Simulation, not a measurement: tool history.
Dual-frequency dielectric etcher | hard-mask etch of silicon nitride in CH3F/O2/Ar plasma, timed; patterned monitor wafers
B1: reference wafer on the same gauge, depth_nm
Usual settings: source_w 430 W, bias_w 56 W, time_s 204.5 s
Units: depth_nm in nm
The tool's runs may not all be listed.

Run 1, hour 0.0: usual settings; B1 144.9. Result: depth_nm 130.4 nm.
Run 2, hour 10.7: usual settings but bias_w 52 W; B1 145.0. Result: depth_nm 127.4 nm.
Run 3, hour 23.6: usual settings but bias_w 52 W; B1 144.9. Result: depth_nm 126.9 nm.
Run 4, hour 37.0: usual settings; B1 145.1. Result: depth_nm 130.8 nm.
Run 5, hour 50.7: usual settings; B1 145.0. Result: depth_nm 130.2 nm.
Run 6, hour 63.1: usual settings but bias_w 49 W; B1 145.1. Result: depth_nm 124.7 nm.
Run 7, hour 82.0: usual settings; B1 145.0. Result: depth_nm 129.8 nm.
Run 8, hour 111.8: usual settings; B1 145.0. Result: depth_nm 133.0 nm.
Run 9, hour 112.2: usual settings; B1 145.0. Result: depth_nm 133.9 nm.
Run 10, hour 124.7: usual settings; B1 145.2. Result: depth_nm 133.2 nm.
Run 11, hour 151.0: usual settings; B1 145.0. Result: depth_nm 132.8 nm.
Run 12, hour 157.5: usual settings; B1 145.1. Result: depth_nm 132.1 nm.
Run 13, hour 166.7: usual settings but time_s 173.5 s; B1 145.0. Result: depth_nm 113.4 nm.
Run 14, hour 173.0: usual settings; B1 145.0. Result: depth_nm 133.1 nm.
Run 15, hour 183.8: usual settings but bias_w 52 W, time_s 165.0 s; B1 145.2. Result: depth_nm 103.8 nm.
Run 16, hour 196.4: usual settings but bias_w 52 W; B1 145.0. Result: depth_nm 129.6 nm.
Run 17, hour 203.3: usual settings but source_w 330 W, time_s 176.5 s; B1 145.0. Result: depth_nm 95.9 nm.
Run 18, hour 213.0: usual settings but bias_w 63 W, time_s 259.5 s; B1 145.1. Result: depth_nm 173.8 nm.
Run 19, hour 222.7: usual settings but source_w 510 W, bias_w 69 W, time_s 182.0 s; B1 145.0. Result: depth_nm 139.2 nm.
Run 20, hour 234.3: usual settings; B1 145.0. Result: depth_nm 131.9 nm.
Run 21, hour 247.0: usual settings but time_s 182.0 s; B1 145.0. Result: depth_nm 117.2 nm.
Run 22, hour 256.1: usual settings; B1 145.0. Result: depth_nm 131.1 nm.
Run 23, hour 263.5: usual settings but source_w 510 W, time_s 257.5 s; B1 145.0. Result: depth_nm 182.2 nm.
Run 24, hour 269.8: usual settings but time_s 179.5 s; B1 145.0. Result: depth_nm 116.1 nm.

Taken out of this log: 5 entries between the listed runs. Where each belongs, and how the hidden state differs across it:
Between runs 6 and 7: bias power generator calibrated (hour 81.5)
  etch rate over this chamber's usual, %: -3.34 -> -3.51
  measured less the result without the state, depth_nm: -4.3 -> -4.7 nm
Between runs 7 and 8: wet clean of the chamber (hour 111.3)
  etch rate over this chamber's usual, %: -3.51 -> -1.03
  measured less the result without the state, depth_nm: -4.7 -> -1.3 nm
Between runs 10 and 11: upper electrode replaced (hour 150.5)
  etch rate over this chamber's usual, %: -1.14 -> -1.39
  measured less the result without the state, depth_nm: -1.5 -> -1.9 nm
Between runs 14 and 15: gauge calibrated (hour 180.9)
  etch rate over this chamber's usual, %: -1.59 -> -1.69
  measured less the result without the state, depth_nm: -2.2 -> -1.8 nm
Between runs 15 and 16: source power generator calibrated (hour 187.8)
  etch rate over this chamber's usual, %: -1.69 -> -1.81
  measured less the result without the state, depth_nm: -1.8 -> -2.4 nm
